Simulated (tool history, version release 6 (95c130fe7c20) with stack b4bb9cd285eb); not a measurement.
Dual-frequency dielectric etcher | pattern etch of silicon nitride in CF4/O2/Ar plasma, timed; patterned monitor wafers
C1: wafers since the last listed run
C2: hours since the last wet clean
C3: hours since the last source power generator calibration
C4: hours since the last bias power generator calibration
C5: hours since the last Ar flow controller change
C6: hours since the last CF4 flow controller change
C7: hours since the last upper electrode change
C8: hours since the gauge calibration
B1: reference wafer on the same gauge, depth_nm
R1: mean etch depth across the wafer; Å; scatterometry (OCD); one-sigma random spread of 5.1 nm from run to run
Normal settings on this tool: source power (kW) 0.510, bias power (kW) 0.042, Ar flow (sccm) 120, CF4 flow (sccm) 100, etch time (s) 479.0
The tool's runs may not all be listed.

run 1 hour=0.0 | source_power_(kW)=0.510 bias_power_(kW)=0.042 Ar_flow_(sccm)=120 CF4_flow_(sccm)=100 etch_time_(s)=479.0 | C1=0 C2=445.0 C3=3187.0 C4=4096.1 C5=5275.1 C6=2994.9 C7=4552.7 C8=142.5 | B1=850.6 | R1=8629
run 2 hour=9.1 | source_power_(kW)=0.510 bias_power_(kW)=0.042 Ar_flow_(sccm)=120 CF4_flow_(sccm)=100 etch_time_(s)=479.0 | C1=21 C2=454.1 C3=3196.1 C4=4105.2 C5=5284.2 C6=3004.0 C7=4561.8 C8=151.6 | B1=850.4 | R1=8555
run 3 hour=26.8 | source_power_(kW)=0.510 bias_power_(kW)=0.042 Ar_flow_(sccm)=120 CF4_flow_(sccm)=100 etch_time_(s)=479.0 | C1=42 C2=471.8 C3=3213.8 C4=4122.9 C5=5301.9 C6=3021.7 C7=4579.5 C8=169.3 | B1=849.9 | R1=8521
run 4 hour=58.6 | source_power_(kW)=0.510 bias_power_(kW)=0.042 Ar_flow_(sccm)=120 CF4_flow_(sccm)=100 etch_time_(s)=479.0 | C1=76 C2=503.6 C3=3245.6 C4=4154.7 C5=5333.7 C6=3053.5 C7=4611.3 C8=201.1 | B1=849.8 | R1=8554
run 5 hour=65.8 | source_power_(kW)=0.510 bias_power_(kW)=0.042 Ar_flow_(sccm)=120 CF4_flow_(sccm)=100 etch_time_(s)=479.0 | C1=17 C2=510.8 C3=3252.8 C4=4161.9 C5=5340.9 C6=3060.7 C7=4618.5 C8=208.3 | B1=850.4 | R1=8511
run 6 hour=72.8 | source_power_(kW)=0.470 bias_power_(kW)=0.042 Ar_flow_(sccm)=120 CF4_flow_(sccm)=100 etch_time_(s)=479.0 | C1=16 C2=517.8 C3=3259.8 C4=4168.9 C5=5347.9 C6=3067.7 C7=4625.5 C8=215.3 | B1=850.1 | R1=7838
-- hour=96.9 upper electrode replaced
run 7 hour=97.4 | source_power_(kW)=0.470 bias_power_(kW)=0.042 Ar_flow_(sccm)=120 CF4_flow_(sccm)=100 etch_time_(s)=479.0 | C1=1 C2=542.4 C3=3284.4 C4=4193.5 C5=5372.5 C6=3092.3 C7=0.5 C8=239.9 | B1=848.5 | R1=7916
run 8 hour=99.9 | source_power_(kW)=0.510 bias_power_(kW)=0.042 Ar_flow_(sccm)=120 CF4_flow_(sccm)=100 etch_time_(s)=479.0 | C1=6 C2=544.9 C3=3286.9 C4=4196.0 C5=5375.0 C6=3094.8 C7=3.0 C8=242.4 | B1=850.1 | R1=8579
run 9 hour=109.6 | source_power_(kW)=0.510 bias_power_(kW)=0.042 Ar_flow_(sccm)=120 CF4_flow_(sccm)=100 etch_time_(s)=479.0 | C1=23 C2=554.6 C3=3296.6 C4=4205.7 C5=5384.7 C6=3104.5 C7=12.7 C8=252.1 | B1=849.2 | R1=8479
-- hour=115.7 CF4 flow controller replaced
-- hour=117.9 bias power generator calibrated
run 10 hour=118.2 | source_power_(kW)=0.510 bias_power_(kW)=0.042 Ar_flow_(sccm)=120 CF4_flow_(sccm)=100 etch_time_(s)=479.0 | C1=0 C2=563.2 C3=3305.2 C4=0.3 C5=5393.3 C6=2.5 C7=21.3 C8=260.7 | B1=848.7 | R1=8580
-- hour=128.6 gauge calibrated
run 11 hour=132.3 | source_power_(kW)=0.510 bias_power_(kW)=0.042 Ar_flow_(sccm)=111 CF4_flow_(sccm)=100 etch_time_(s)=401.5 | C1=34 C2=577.3 C3=3319.3 C4=14.4 C5=5407.4 C6=16.6 C7=35.4 C8=3.7 | B1=850.0 | R1=7265
run 12 hour=138.7 | source_power_(kW)=0.510 bias_power_(kW)=0.042 Ar_flow_(sccm)=120 CF4_flow_(sccm)=100 etch_time_(s)=479.0 | C1=15 C2=583.7 C3=3325.7 C4=20.8 C5=5413.8 C6=23.0 C7=41.8 C8=10.1 | B1=849.1 | R1=8545
-- hour=161.1 source power generator calibrated
-- hour=171.0 Ar flow controller replaced
-- hour=176.0 wet clean of the chamber
run 13 hour=176.5 | source_power_(kW)=0.510 bias_power_(kW)=0.050 Ar_flow_(sccm)=99 CF4_flow_(sccm)=100 etch_time_(s)=479.0 | C1=55 C2=0.5 C3=15.4 C4=58.6 C5=5.5 C6=60.8 C7=79.6 C8=47.9 | B1=849.9 | R1=9267
run 14 hour=176.9 | source_power_(kW)=0.450 bias_power_(kW)=0.042 Ar_flow_(sccm)=120 CF4_flow_(sccm)=100 etch_time_(s)=479.0 | C1=0 C2=0.9 C3=15.8 C4=59.0 C5=5.9 C6=61.2 C7=80.0 C8=48.3 | B1=850.3 | R1=7543
run 15 hour=177.4 | source_power_(kW)=0.470 bias_power_(kW)=0.049 Ar_flow_(sccm)=120 CF4_flow_(sccm)=121 etch_time_(s)=394.0 | C1=1 C2=1.4 C3=16.3 C4=59.5 C5=6.4 C6=61.7 C7=80.5 C8=48.8 | B1=849.6 | R1=7110
run 16 hour=188.2 | source_power_(kW)=0.510 bias_power_(kW)=0.042 Ar_flow_(sccm)=111 CF4_flow_(sccm)=100 etch_time_(s)=401.5 | C1=26 C2=12.2 C3=27.1 C4=70.3 C5=17.2 C6=72.5 C7=91.3 C8=59.6 | B1=850.4 | R1=7251
run 17 hour=200.4 | source_power_(kW)=0.610 bias_power_(kW)=0.046 Ar_flow_(sccm)=145 CF4_flow_(sccm)=100 etch_time_(s)=479.0 | C1=29 C2=24.4 C3=39.3 C4=82.5 C5=29.4 C6=84.7 C7=103.5 C8=71.8 | B1=850.9 | R1=10430
run 18 hour=217.5 | source_power_(kW)=0.450 bias_power_(kW)=0.042 Ar_flow_(sccm)=92 CF4_flow_(sccm)=116 etch_time_(s)=479.0 | C1=41 C2=41.5 C3=56.4 C4=99.6 C5=46.5 C6=101.8 C7=120.6 C8=88.9 | B1=848.9 | R1=7826
run 19 hour=233.9 | source_power_(kW)=0.510 bias_power_(kW)=0.042 Ar_flow_(sccm)=120 CF4_flow_(sccm)=100 etch_time_(s)=368.0 | C1=39 C2=57.9 C3=72.8 C4=116.0 C5=62.9 C6=118.2 C7=137.0 C8=105.3 | B1=850.1 | R1=6552
run 20 hour=247.6 | source_power_(kW)=0.400 bias_power_(kW)=0.049 Ar_flow_(sccm)=105 CF4_flow_(sccm)=100 etch_time_(s)=479.0 | C1=33 C2=71.6 C3=86.5 C4=129.7 C5=76.6 C6=131.9 C7=150.7 C8=119.0 | B1=849.8 | R1=7159

How the hidden state differs across the entries between the runs, from the last listed run before each to the first after it:
After run 6, before run 7: upper electrode replaced (hour 96.9)
  the hidden state is the same at both runs
After run 9, before run 10: CF4 flow controller replaced (hour 115.7); bias power generator calibrated (hour 117.9)
  the hidden state is the same at both runs
After run 10, before run 11: gauge calibrated (hour 128.6)
  the hidden state is the same at both runs
After run 12, before run 13: source power generator calibrated (hour 161.1); Ar flow controller replaced (hour 171.0); wet clean of the chamber (hour 176.0)
  the hidden state is the same at both runs
